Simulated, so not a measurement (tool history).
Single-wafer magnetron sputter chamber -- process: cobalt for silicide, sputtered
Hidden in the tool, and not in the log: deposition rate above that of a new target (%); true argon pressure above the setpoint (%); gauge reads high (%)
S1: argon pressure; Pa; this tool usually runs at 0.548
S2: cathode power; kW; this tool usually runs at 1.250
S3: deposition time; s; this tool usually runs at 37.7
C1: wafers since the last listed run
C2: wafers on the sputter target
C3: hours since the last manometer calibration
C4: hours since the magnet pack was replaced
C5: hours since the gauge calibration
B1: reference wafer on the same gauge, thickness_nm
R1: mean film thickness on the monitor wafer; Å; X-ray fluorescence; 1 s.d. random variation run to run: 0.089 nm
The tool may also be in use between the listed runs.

run   hour     S1     S2    S3   C1    C2      C3       C4     C5      B1      R1
  1    0.0  0.548  1.250  37.7    0  4948  1517.1  10416.1  283.8  25.900  212.01
  2   20.7  0.548  1.500  37.7  351  5300  1537.8  10436.8  304.5  25.899  251.99
  3   53.0  0.548  1.500  37.7  549  5849  1570.1  10469.1  336.8  25.889  250.77
  4   82.9  0.548  1.500  37.7  508  6358  1600.0  10499.0  366.7  25.902  247.26
  5  100.0  0.548  1.250  37.7  290  6648  1617.1  10516.1  383.8  25.887  209.79
  6  132.3  0.548  1.250  37.7  549  7197  1649.4  10548.4  416.1  25.902  209.08
     146.5  -- gauge calibrated
  7  158.3  0.548  1.250  37.7  441  7639  1675.4  10574.4   11.8  25.937  207.94
     183.7  -- sputter target and shields replaced
  8  190.6  0.548  1.250  37.7  413   117  1707.7  10606.7   44.1  25.912  219.64
     208.2  -- magnet pack replaced, of another model than before
  9  208.7  0.339  1.400  40.4  171   289  1725.8      0.5   62.2  25.916  280.74
 10  238.2  0.730  1.350  34.8  501   790  1755.3     30.0   91.7  25.868  203.61
     248.4  -- capacitance manometer re-zeroed and calibrated
 11  252.6  0.330  1.500  42.4  108   899     4.2     44.4  106.1  25.897  311.01
 12  269.6  0.548  1.400  32.8  288  1188    21.2     61.4  123.1  25.889  210.37
 13  293.8  0.548  0.950  37.7  411  1599    45.4     85.6  147.3  25.908  168.40
 14  326.3  0.691  1.150  33.2  552  2152    77.9    118.1  179.8  25.878  167.43
 15  340.8  0.714  1.250  37.7  246  2398    92.4    132.6  194.3  25.895  203.79

Here are 5 independent what-if runs from the current tool condition. What would each one return?
  A  341.2  0.548  1.250  37.7   6  2405  92.8  133.0  194.7   ?   ?
  B  341.2  0.719  1.250  40.7   6  2405  92.8  133.0  194.7   ?   ?
  C  341.2  0.548  1.250  30.4   6  2405  92.8  133.0  194.7   ?   ?
  D  341.2  0.653  1.250  37.7   6  2405  92.8  133.0  194.7   ?   ?
  E  341.2  0.608  1.050  44.0   6  2405  92.8  133.0  194.7   ?   ?

run      B1      R1
  A  25.880  213.29
  B  25.880  217.70
  C  25.880  171.99
  D  25.880  206.04
  E  25.880  208.31
What these runs would have given with no unlogged condition in the tool:
run      R1
  A  220.39
  B  224.95
  C  177.72
  D  212.90
  E  215.24
